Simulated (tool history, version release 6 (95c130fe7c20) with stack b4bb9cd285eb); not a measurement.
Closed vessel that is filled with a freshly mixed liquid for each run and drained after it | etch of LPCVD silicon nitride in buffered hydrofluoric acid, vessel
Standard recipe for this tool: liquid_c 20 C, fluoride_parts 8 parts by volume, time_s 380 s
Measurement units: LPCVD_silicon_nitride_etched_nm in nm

| run | day | liquid_c | fluoride_parts | time_s | read-back film thickness of the LPCVD silicon nitride reference wafer, read on the same gauge (nm) | LPCVD_silicon_nitride_etched_nm |
|---|---|---|---|---|---|---|
| 1 | 0 | 20 | 8 | 305 | 150.02 | 4.65 |
| 2 | 1.008 | 19 | 8 | 380 | 150.04 | 5.51 |
| 3 | 2.783 | 20 | 8 | 490 | 150.01 | 7.46 |
|  | 3.517 | hydrofluoric acid flow meter replaced |
| 4 | 5.679 | 20 | 8 | 490 | 149.98 | 7.55 |
| 5 | 7.05 | 20 | 8 | 290 | 150.04 | 4.39 |
| 6 | 8.129 | 20 | 8 | 290 | 149.98 | 4.44 |
| 7 | 10.621 | 20 | 8 | 290 | 149.95 | 4.32 |
| 8 | 12.521 | 20 | 7.5 | 380 | 149.97 | 6.05 |
| 9 | 15.417 | 20 | 7.5 | 380 | 149.96 | 6.09 |
| 10 | 17.129 | 20 | 7.5 | 380 | 150.07 | 6.11 |
| 11 | 19.888 | 22 | 9 | 380 | 150 | 5.5 |
| 12 | 21.362 | 22 | 9 | 380 | 150.04 | 5.52 |
|  | 26.096 | thermometer replaced |
| 13 | 28.421 | 20 | 8 | 380 | 150.02 | 5.86 |
| 14 | 30.854 | 20 | 8 | 380 | 150.02 | 5.84 |
| 15 | 31.958 | 20 | 5.5 | 380 | 150.04 | 8.24 |
| 16 | 34.275 | 20 | 5.5 | 380 | 149.96 | 8.2 |
| 17 | 36.812 | 20 | 9 | 445 | 149.97 | 5.91 |
| 18 | 38.7 | 20 | 5.5 | 315 | 150.01 | 6.73 |
|  | 38.929 | hydrofluoric acid flow meter replaced |
| 19 | 40.046 | 17.5 | 10 | 170 | 150.05 | 1.84 |
| 20 | 41.3 | 22 | 5.5 | 485 | 149.97 | 11.67 |
| 21 | 43.396 | 20 | 6 | 525 | 149.99 | 10.39 |
|  | 43.496 | gauge calibrated |
| 22 | 45.988 | 20 | 8 | 380 | 149.98 | 5.67 |
| 23 | 47.838 | 24 | 6 | 590 | 150.01 | 14.56 |
| 24 | 49.358 | 20 | 8 | 380 | 150.04 | 5.73 |
| 25 | 57.25 | 22 | 10 | 380 | 150.05 | 5.16 |
| 26 | 58.542 | 22 | 5.5 | 535 | 150.01 | 12.5 |
|  | 59.592 | thermometer replaced |
| 27 | 60.85 | 24.5 | 11 | 210 | 149.98 | 3.12 |
| 28 | 62.992 | 20 | 8 | 380 | 149.98 | 5.81 |
| 29 | 64.979 | 20 | 8 | 380 | 149.96 | 5.83 |
| 30 | 66.867 | 20 | 7.5 | 380 | 150 | 6.23 |
| 31 | 70.538 | 20 | 9.5 | 380 | 150.03 | 4.91 |
| 32 | 72.962 | 20 | 8 | 210 | 150.06 | 3.21 |
| 33 | 75.079 | 24.5 | 10 | 205 | 150.02 | 3.24 |

Difference, measured minus no-hidden-state, one row per run. Run-to-run variation is common to both terms; the gauge's own scatter need not be:
Hidden state at play: liquid colder than its thermometer reads (K); hydrofluoric acid flow below the setpoint (%); gauge reads high (%).
| run | LPCVD_silicon_nitride_etched_nm |
|---|---|
| 1 | -0.05 |
| 2 | -0.07 |
| 3 | -0.1 |
| 4 | -0.14 |
| 5 | -0.09 |
| 6 | -0.1 |
| 7 | -0.11 |
| 8 | -0.17 |
| 9 | -0.2 |
| 10 | -0.21 |
| 11 | -0.21 |
| 12 | -0.23 |
| 13 | -0.03 |
| 14 | -0.05 |
| 15 | -0.08 |
| 16 | -0.11 |
| 17 | -0.1 |
| 18 | -0.13 |
| 19 | -0.04 |
| 20 | -0.27 |
| 21 | -0.27 |
| 22 | -0.17 |
| 23 | -0.46 |
| 24 | -0.2 |
| 25 | -0.23 |
| 26 | -0.6 |
| 27 | -0.01 |
| 28 | -0.03 |
| 29 | -0.05 |
| 30 | -0.07 |
| 31 | -0.08 |
| 32 | -0.06 |
| 33 | -0.07 |
